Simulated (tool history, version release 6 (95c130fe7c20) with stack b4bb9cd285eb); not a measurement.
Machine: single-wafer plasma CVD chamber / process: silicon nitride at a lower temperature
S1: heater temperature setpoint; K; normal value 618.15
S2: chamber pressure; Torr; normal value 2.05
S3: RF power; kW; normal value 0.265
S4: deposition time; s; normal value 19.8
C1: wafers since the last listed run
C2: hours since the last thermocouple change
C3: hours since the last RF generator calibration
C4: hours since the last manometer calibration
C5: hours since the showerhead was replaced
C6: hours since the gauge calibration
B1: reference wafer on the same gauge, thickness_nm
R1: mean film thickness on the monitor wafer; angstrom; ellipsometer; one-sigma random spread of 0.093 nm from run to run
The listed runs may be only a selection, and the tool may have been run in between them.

{"run": 1, "hour": 0.0, "S1": 618.15, "S2": 2.05, "S3": 0.265, "S4": 19.8, "C1": 0, "C2": 1751.5, "C3": 1886.4, "C4": 2050.0, "C5": 6023.7, "C6": 4.2, "B1": 18.709, "R1": 221.67}
{"run": 2, "hour": 12.2, "S1": 618.15, "S2": 2.05, "S3": 0.265, "S4": 19.8, "C1": 307, "C2": 1763.7, "C3": 1898.6, "C4": 2062.2, "C5": 6035.9, "C6": 16.4, "B1": 18.694, "R1": 221.33}
{"run": 3, "hour": 22.8, "S1": 618.15, "S2": 2.05, "S3": 0.265, "S4": 19.8, "C1": 266, "C2": 1774.3, "C3": 1909.2, "C4": 2072.8, "C5": 6046.5, "C6": 27.0, "B1": 18.705, "R1": 221.91}
{"hour": 41.0, "done": "capacitance manometer re-zeroed and calibrated"}
{"hour": 47.4, "done": "thermocouple changed; heater temperature recalibrated"}
{"run": 4, "hour": 47.9, "S1": 618.15, "S2": 2.05, "S3": 0.265, "S4": 19.8, "C1": 270, "C2": 0.5, "C3": 1934.3, "C4": 6.9, "C5": 6071.6, "C6": 52.1, "B1": 18.697, "R1": 220.36}
{"run": 5, "hour": 48.2, "S1": 618.15, "S2": 2.05, "S3": 0.265, "S4": 21.0, "C1": 7, "C2": 0.8, "C3": 1934.6, "C4": 7.2, "C5": 6071.9, "C6": 52.4, "B1": 18.695, "R1": 233.73}
{"run": 6, "hour": 57.4, "S1": 618.15, "S2": 2.05, "S3": 0.265, "S4": 21.0, "C1": 231, "C2": 10.0, "C3": 1943.8, "C4": 16.4, "C5": 6081.1, "C6": 61.6, "B1": 18.695, "R1": 235.12}
{"run": 7, "hour": 69.1, "S1": 618.15, "S2": 2.05, "S3": 0.265, "S4": 21.0, "C1": 294, "C2": 21.7, "C3": 1955.5, "C4": 28.1, "C5": 6092.8, "C6": 73.3, "B1": 18.675, "R1": 233.78}
{"run": 8, "hour": 76.1, "S1": 618.15, "S2": 2.05, "S3": 0.265, "S4": 19.8, "C1": 176, "C2": 28.7, "C3": 1962.5, "C4": 35.1, "C5": 6099.8, "C6": 80.3, "B1": 18.702, "R1": 221.08}
{"run": 9, "hour": 92.0, "S1": 628.15, "S2": 2.39, "S3": 0.265, "S4": 23.5, "C1": 400, "C2": 44.6, "C3": 1978.4, "C4": 51.0, "C5": 6115.7, "C6": 96.2, "B1": 18.72, "R1": 274.79}
{"run": 10, "hour": 107.0, "S1": 618.15, "S2": 2.29, "S3": 0.265, "S4": 19.8, "C1": 377, "C2": 59.6, "C3": 1993.4, "C4": 66.0, "C5": 6130.7, "C6": 111.2, "B1": 18.699, "R1": 229.81}
{"run": 11, "hour": 123.8, "S1": 606.15, "S2": 1.6, "S3": 0.295, "S4": 19.8, "C1": 422, "C2": 76.4, "C3": 2010.2, "C4": 82.8, "C5": 6147.5, "C6": 128.0, "B1": 18.701, "R1": 221.99}
{"run": 12, "hour": 134.4, "S1": 618.15, "S2": 2.05, "S3": 0.265, "S4": 19.8, "C1": 266, "C2": 87.0, "C3": 2020.8, "C4": 93.4, "C5": 6158.1, "C6": 138.6, "B1": 18.688, "R1": 222.9}
{"run": 13, "hour": 147.5, "S1": 612.15, "S2": 2.05, "S3": 0.31, "S4": 19.8, "C1": 329, "C2": 100.1, "C3": 2033.9, "C4": 106.5, "C5": 6171.2, "C6": 151.7, "B1": 18.698, "R1": 254.67}
{"run": 14, "hour": 160.5, "S1": 632.15, "S2": 2.05, "S3": 0.25, "S4": 19.8, "C1": 327, "C2": 113.1, "C3": 2046.9, "C4": 119.5, "C5": 6184.2, "C6": 164.7, "B1": 18.684, "R1": 207.51}
{"run": 15, "hour": 174.3, "S1": 618.15, "S2": 2.05, "S3": 0.265, "S4": 19.8, "C1": 347, "C2": 126.9, "C3": 2060.7, "C4": 133.3, "C5": 6198.0, "C6": 178.5, "B1": 18.701, "R1": 220.31}
{"hour": 195.0, "done": "showerhead replaced"}
{"hour": 200.1, "done": "RF generator calibrated"}
{"run": 16, "hour": 200.6, "S1": 618.15, "S2": 2.05, "S3": 0.225, "S4": 19.8, "C1": 332, "C2": 153.2, "C3": 0.5, "C4": 159.6, "C5": 5.6, "C6": 204.8, "B1": 18.695, "R1": 186.53}
{"run": 17, "hour": 200.9, "S1": 618.15, "S2": 2.05, "S3": 0.315, "S4": 19.8, "C1": 7, "C2": 153.5, "C3": 0.8, "C4": 159.9, "C5": 5.9, "C6": 205.1, "B1": 18.674, "R1": 259.93}
{"run": 18, "hour": 217.3, "S1": 618.15, "S2": 2.05, "S3": 0.265, "S4": 19.8, "C1": 412, "C2": 169.9, "C3": 17.2, "C4": 176.3, "C5": 22.3, "C6": 221.5, "B1": 18.7, "R1": 221.3}
{"run": 19, "hour": 234.4, "S1": 618.15, "S2": 2.05, "S3": 0.265, "S4": 19.8, "C1": 430, "C2": 187.0, "C3": 34.3, "C4": 193.4, "C5": 39.4, "C6": 238.6, "B1": 18.689, "R1": 221.6}
{"run": 20, "hour": 252.0, "S1": 618.15, "S2": 2.36, "S3": 0.265, "S4": 21.8, "C1": 443, "C2": 204.6, "C3": 51.9, "C4": 211.0, "C5": 57.0, "C6": 256.2, "B1": 18.695, "R1": 254.36}
{"run": 21, "hour": 262.5, "S1": 603.15, "S2": 2.05, "S3": 0.265, "S4": 19.8, "C1": 264, "C2": 215.1, "C3": 62.4, "C4": 221.5, "C5": 67.5, "C6": 266.7, "B1": 18.694, "R1": 222.28}
{"run": 22, "hour": 273.8, "S1": 618.15, "S2": 1.74, "S3": 0.215, "S4": 19.8, "C1": 284, "C2": 226.4, "C3": 73.7, "C4": 232.8, "C5": 78.8, "C6": 278.0, "B1": 18.686, "R1": 167.69}
{"run": 23, "hour": 282.1, "S1": 624.15, "S2": 1.66, "S3": 0.245, "S4": 16.2, "C1": 208, "C2": 234.7, "C3": 82.0, "C4": 241.1, "C5": 87.1, "C6": 286.3, "B1": 18.711, "R1": 153.84}
{"run": 24, "hour": 288.5, "S1": 618.15, "S2": 2.05, "S3": 0.225, "S4": 19.8, "C1": 161, "C2": 241.1, "C3": 88.4, "C4": 247.5, "C5": 93.5, "C6": 292.7, "B1": 18.702, "R1": 186.68}
{"run": 25, "hour": 300.1, "S1": 618.15, "S2": 2.05, "S3": 0.265, "S4": 19.8, "C1": 292, "C2": 252.7, "C3": 100.0, "C4": 259.1, "C5": 105.1, "C6": 304.3, "B1": 18.72, "R1": 220.84}
{"run": 26, "hour": 312.1, "S1": 612.15, "S2": 2.05, "S3": 0.24, "S4": 19.8, "C1": 302, "C2": 264.7, "C3": 112.0, "C4": 271.1, "C5": 117.1, "C6": 316.3, "B1": 18.677, "R1": 201.03}
{"run": 27, "hour": 326.0, "S1": 618.15, "S2": 2.05, "S3": 0.295, "S4": 19.8, "C1": 349, "C2": 278.6, "C3": 125.9, "C4": 285.0, "C5": 131.0, "C6": 330.2, "B1": 18.69, "R1": 243.69}
{"run": 28, "hour": 343.6, "S1": 618.15, "S2": 2.05, "S3": 0.265, "S4": 19.8, "C1": 443, "C2": 296.2, "C3": 143.5, "C4": 302.6, "C5": 148.6, "C6": 347.8, "B1": 18.667, "R1": 221.04}

Forecast each of these 5 alternatives for the next run:
{"run": "A", "hour": 344.0, "S1": 618.15, "S2": 2.05, "S3": 0.265, "S4": 19.8, "C1": 10, "C2": 296.6, "C3": 143.9, "C4": 303.0, "C5": 149.0, "C6": 348.2, "B1": "?", "R1": "?"}
{"run": "B", "hour": 344.0, "S1": 618.15, "S2": 2.05, "S3": 0.305, "S4": 19.8, "C1": 10, "C2": 296.6, "C3": 143.9, "C4": 303.0, "C5": 149.0, "C6": 348.2, "B1": "?", "R1": "?"}
{"run": "C", "hour": 344.0, "S1": 612.15, "S2": 2.39, "S3": 0.305, "S4": 22.5, "C1": 10, "C2": 296.6, "C3": 143.9, "C4": 303.0, "C5": 149.0, "C6": 348.2, "B1": "?", "R1": "?"}
{"run": "D", "hour": 344.0, "S1": 628.15, "S2": 1.67, "S3": 0.265, "S4": 19.8, "C1": 10, "C2": 296.6, "C3": 143.9, "C4": 303.0, "C5": 149.0, "C6": 348.2, "B1": "?", "R1": "?"}
{"run": "E", "hour": 344.0, "S1": 608.15, "S2": 2.05, "S3": 0.265, "S4": 19.8, "C1": 10, "C2": 296.6, "C3": 143.9, "C4": 303.0, "C5": 149.0, "C6": 348.2, "B1": "?", "R1": "?"}

run=A B1=18.694 R1=219.80
run=B B1=18.694 R1=249.83
run=C B1=18.694 R1=299.12
run=D B1=18.694 R1=202.43
run=E B1=18.694 R1=220.51
Stripped of hidden state, with their random variation kept, the same runs would have yielded:
run=A R1=219.80
run=B R1=249.83
run=C R1=299.12
run=D R1=202.43
run=E R1=220.51
